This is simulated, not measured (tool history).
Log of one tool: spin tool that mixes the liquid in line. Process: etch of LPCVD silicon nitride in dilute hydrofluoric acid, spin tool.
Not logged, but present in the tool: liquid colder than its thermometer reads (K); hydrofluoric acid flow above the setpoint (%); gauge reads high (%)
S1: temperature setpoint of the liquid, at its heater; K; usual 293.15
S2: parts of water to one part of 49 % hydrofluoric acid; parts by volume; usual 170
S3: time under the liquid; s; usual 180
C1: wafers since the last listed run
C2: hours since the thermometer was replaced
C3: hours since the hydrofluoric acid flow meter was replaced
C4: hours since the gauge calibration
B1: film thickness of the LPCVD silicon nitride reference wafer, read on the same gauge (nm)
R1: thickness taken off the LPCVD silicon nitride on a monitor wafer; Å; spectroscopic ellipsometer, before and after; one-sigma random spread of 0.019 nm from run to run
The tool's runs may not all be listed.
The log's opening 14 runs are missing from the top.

run,hour,S1,S2,S3,C1,C2,C3,C4,B1,R1
15,1282.3,293.15,170,180,262,335.5,1623.9,3087.7,139.983,3.53
# hour 1295.2: gauge calibrated
16,1366.9,290.65,235,180,483,420.1,1708.5,71.7,139.991,2.59
17,1435.8,295.15,200,280,393,489.0,1777.4,140.6,140.000,5.66
18,1485.8,293.15,140,180,285,539.0,1827.4,190.6,140.018,4.00
# hour 1530.3: hydrofluoric acid flow meter replaced
19,1537.2,290.15,170,240,287,590.4,6.9,242.0,139.978,3.94
20,1636.1,293.15,170,180,565,689.3,105.8,340.9,139.983,3.76
21,1866.4,293.15,245,180,1315,919.6,336.1,571.2,139.999,2.48
22,1939.0,290.15,225,275,414,992.2,408.7,643.8,140.004,3.44
23,1999.7,293.15,110,180,346,1052.9,469.4,704.5,140.006,5.33
24,2081.1,296.65,115,245,465,1134.3,550.8,785.9,140.006,9.43
25,2172.9,293.15,170,100,524,1226.1,642.6,877.7,140.026,2.00
26,2210.7,293.15,100,180,215,1263.9,680.4,915.5,140.009,5.93
27,2247.7,297.15,205,95,211,1300.9,717.4,952.5,139.987,2.07
28,2310.3,290.15,235,180,357,1363.5,780.0,1015.1,140.007,2.04
29,2374.9,297.65,225,260,369,1428.1,844.6,1079.7,139.998,5.23
30,2438.8,295.15,170,100,365,1492.0,908.5,1143.6,139.999,2.38
31,2531.1,293.15,170,180,527,1584.3,1000.8,1235.9,139.990,3.50
32,2589.0,293.15,170,180,330,1642.2,1058.7,1293.8,140.009,3.23

Here are 4 independent what-if runs from the current tool condition. What would each one return?
A,2589.5,293.15,170,210,2,1642.7,1059.2,1294.3,?,?
B,2589.5,293.15,170,270,2,1642.7,1059.2,1294.3,?,?
C,2589.5,291.15,120,75,2,1642.7,1059.2,1294.3,?,?
D,2589.5,290.15,145,90,2,1642.7,1059.2,1294.3,?,?

run,B1,R1
A,140.003,3.92
B,140.003,5.04
C,140.003,1.71
D,140.003,1.60
Had the tool no hidden state, the same runs would have come out as:
run,R1
A,4.32
B,5.55
C,1.89
D,1.76

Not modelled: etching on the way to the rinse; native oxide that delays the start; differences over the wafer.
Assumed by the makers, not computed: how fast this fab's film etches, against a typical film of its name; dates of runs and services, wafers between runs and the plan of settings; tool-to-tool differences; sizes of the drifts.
